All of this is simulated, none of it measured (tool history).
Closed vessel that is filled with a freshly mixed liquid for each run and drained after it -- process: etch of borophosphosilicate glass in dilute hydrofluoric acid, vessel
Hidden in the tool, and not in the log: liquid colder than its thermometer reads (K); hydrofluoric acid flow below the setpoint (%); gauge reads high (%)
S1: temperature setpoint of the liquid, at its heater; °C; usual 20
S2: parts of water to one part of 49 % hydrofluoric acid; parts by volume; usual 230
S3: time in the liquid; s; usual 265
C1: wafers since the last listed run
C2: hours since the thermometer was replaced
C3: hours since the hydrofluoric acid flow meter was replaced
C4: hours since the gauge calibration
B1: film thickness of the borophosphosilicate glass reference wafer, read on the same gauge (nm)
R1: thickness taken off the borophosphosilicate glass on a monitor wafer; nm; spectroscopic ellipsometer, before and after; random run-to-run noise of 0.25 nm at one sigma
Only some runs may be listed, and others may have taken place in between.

{"run": 1, "hour": 0.0, "S1": 20, "S2": 230, "S3": 265, "C1": 0, "C2": 3096.9, "C3": 672.5, "C4": 188.7, "B1": 70.02, "R1": 32.53}
{"run": 2, "hour": 7.9, "S1": 20, "S2": 230, "S3": 265, "C1": 489, "C2": 3104.8, "C3": 680.4, "C4": 196.6, "B1": 69.99, "R1": 32.47}
{"run": 3, "hour": 25.8, "S1": 20, "S2": 230, "S3": 265, "C1": 1109, "C2": 3122.7, "C3": 698.3, "C4": 214.5, "B1": 69.99, "R1": 32.54}
{"run": 4, "hour": 41.7, "S1": 20, "S2": 230, "S3": 265, "C1": 985, "C2": 3138.6, "C3": 714.2, "C4": 230.4, "B1": 69.97, "R1": 32.76}
{"run": 5, "hour": 49.9, "S1": 20, "S2": 230, "S3": 265, "C1": 508, "C2": 3146.8, "C3": 722.4, "C4": 238.6, "B1": 69.98, "R1": 32.2}
{"run": 6, "hour": 57.5, "S1": 20, "S2": 175, "S3": 265, "C1": 471, "C2": 3154.4, "C3": 730, "C4": 246.2, "B1": 69.97, "R1": 45.22}
{"run": 7, "hour": 65.1, "S1": 20, "S2": 175, "S3": 265, "C1": 471, "C2": 3162, "C3": 737.6, "C4": 253.8, "B1": 70.02, "R1": 45.37}
{"run": 8, "hour": 80.8, "S1": 20, "S2": 200, "S3": 265, "C1": 973, "C2": 3177.7, "C3": 753.3, "C4": 269.5, "B1": 70.01, "R1": 38.34}
{"run": 9, "hour": 87.1, "S1": 20, "S2": 200, "S3": 265, "C1": 390, "C2": 3184, "C3": 759.6, "C4": 275.8, "B1": 70, "R1": 37.76}
{"run": 10, "hour": 103.1, "S1": 20, "S2": 200, "S3": 265, "C1": 991, "C2": 3200, "C3": 775.6, "C4": 291.8, "B1": 70.05, "R1": 38.35}
{"run": 11, "hour": 120.3, "S1": 20, "S2": 155, "S3": 265, "C1": 1066, "C2": 3217.2, "C3": 792.8, "C4": 309, "B1": 70.01, "R1": 51.26}
{"run": 12, "hour": 135.1, "S1": 17, "S2": 230, "S3": 265, "C1": 917, "C2": 3232, "C3": 807.6, "C4": 323.8, "B1": 70.01, "R1": 28.72}
{"run": 13, "hour": 151.9, "S1": 23, "S2": 230, "S3": 265, "C1": 1041, "C2": 3248.8, "C3": 824.4, "C4": 340.6, "B1": 69.99, "R1": 35.78}
{"run": 14, "hour": 161.5, "S1": 20, "S2": 230, "S3": 225, "C1": 595, "C2": 3258.4, "C3": 834, "C4": 350.2, "B1": 69.99, "R1": 26.87}
{"hour": 165.1, "done": "thermometer replaced"}
{"run": 15, "hour": 179.4, "S1": 20, "S2": 230, "S3": 265, "C1": 1047, "C2": 14.3, "C3": 851.9, "C4": 368.1, "B1": 70, "R1": 32.01}
{"hour": 185.5, "done": "gauge calibrated"}
{"run": 16, "hour": 195.6, "S1": 20, "S2": 230, "S3": 265, "C1": 1004, "C2": 30.5, "C3": 868.1, "C4": 10.1, "B1": 69.99, "R1": 31.79}
{"run": 17, "hour": 212.7, "S1": 18, "S2": 285, "S3": 265, "C1": 1060, "C2": 47.6, "C3": 885.2, "C4": 27.2, "B1": 70, "R1": 22.43}
{"run": 18, "hour": 219.0, "S1": 24, "S2": 155, "S3": 265, "C1": 390, "C2": 53.9, "C3": 891.5, "C4": 33.5, "B1": 69.99, "R1": 60.3}
{"run": 19, "hour": 228.9, "S1": 20, "S2": 230, "S3": 265, "C1": 613, "C2": 63.8, "C3": 901.4, "C4": 43.4, "B1": 70.01, "R1": 31.54}
{"run": 20, "hour": 236.0, "S1": 17, "S2": 125, "S3": 335, "C1": 440, "C2": 70.9, "C3": 908.5, "C4": 50.5, "B1": 70.02, "R1": 73.11}
{"run": 21, "hour": 249.2, "S1": 20, "S2": 230, "S3": 265, "C1": 818, "C2": 84.1, "C3": 921.7, "C4": 63.7, "B1": 70, "R1": 31.53}
{"hour": 261.1, "done": "hydrofluoric acid flow meter replaced"}
{"run": 22, "hour": 262.9, "S1": 20, "S2": 130, "S3": 120, "C1": 787, "C2": 97.8, "C3": 1.8, "C4": 77.4, "B1": 70.01, "R1": 31.93}
{"run": 23, "hour": 275.0, "S1": 17, "S2": 130, "S3": 410, "C1": 750, "C2": 109.9, "C3": 13.9, "C4": 89.5, "B1": 69.98, "R1": 96.92}
{"run": 24, "hour": 291.2, "S1": 18.5, "S2": 230, "S3": 265, "C1": 1004, "C2": 126.1, "C3": 30.1, "C4": 105.7, "B1": 69.99, "R1": 33.66}
{"run": 25, "hour": 344.7, "S1": 17, "S2": 125, "S3": 265, "C1": 3316, "C2": 179.6, "C3": 83.6, "C4": 159.2, "B1": 69.96, "R1": 64.51}
{"run": 26, "hour": 359.8, "S1": 20, "S2": 230, "S3": 265, "C1": 936, "C2": 194.7, "C3": 98.7, "C4": 174.3, "B1": 70.03, "R1": 35.3}
{"run": 27, "hour": 376.7, "S1": 20, "S2": 230, "S3": 265, "C1": 1047, "C2": 211.6, "C3": 115.6, "C4": 191.2, "B1": 69.97, "R1": 35.46}

Here are 4 independent what-if runs from the current tool condition. What would each one return?
{"run": "A", "hour": 377.4, "S1": 22.5, "S2": 230, "S3": 265, "C1": 43, "C2": 212.3, "C3": 116.3, "C4": 191.9, "B1": "?", "R1": "?"}
{"run": "B", "hour": 377.4, "S1": 21.5, "S2": 190, "S3": 370, "C1": 43, "C2": 212.3, "C3": 116.3, "C4": 191.9, "B1": "?", "R1": "?"}
{"run": "C", "hour": 377.4, "S1": 18.5, "S2": 325, "S3": 165, "C1": 43, "C2": 212.3, "C3": 116.3, "C4": 191.9, "B1": "?", "R1": "?"}
{"run": "D", "hour": 377.4, "S1": 20, "S2": 230, "S3": 390, "C1": 43, "C2": 212.3, "C3": 116.3, "C4": 191.9, "B1": "?", "R1": "?"}

run=A B1=70.02 R1=39.17
run=B B1=70.02 R1=66.45
run=C B1=70.02 R1=13.64
run=D B1=70.02 R1=52.51
Without the tool's unlogged condition, the same runs would have read:
run=A R1=39.88
run=B R1=67.61
run=C R1=13.9
run=D R1=53.45
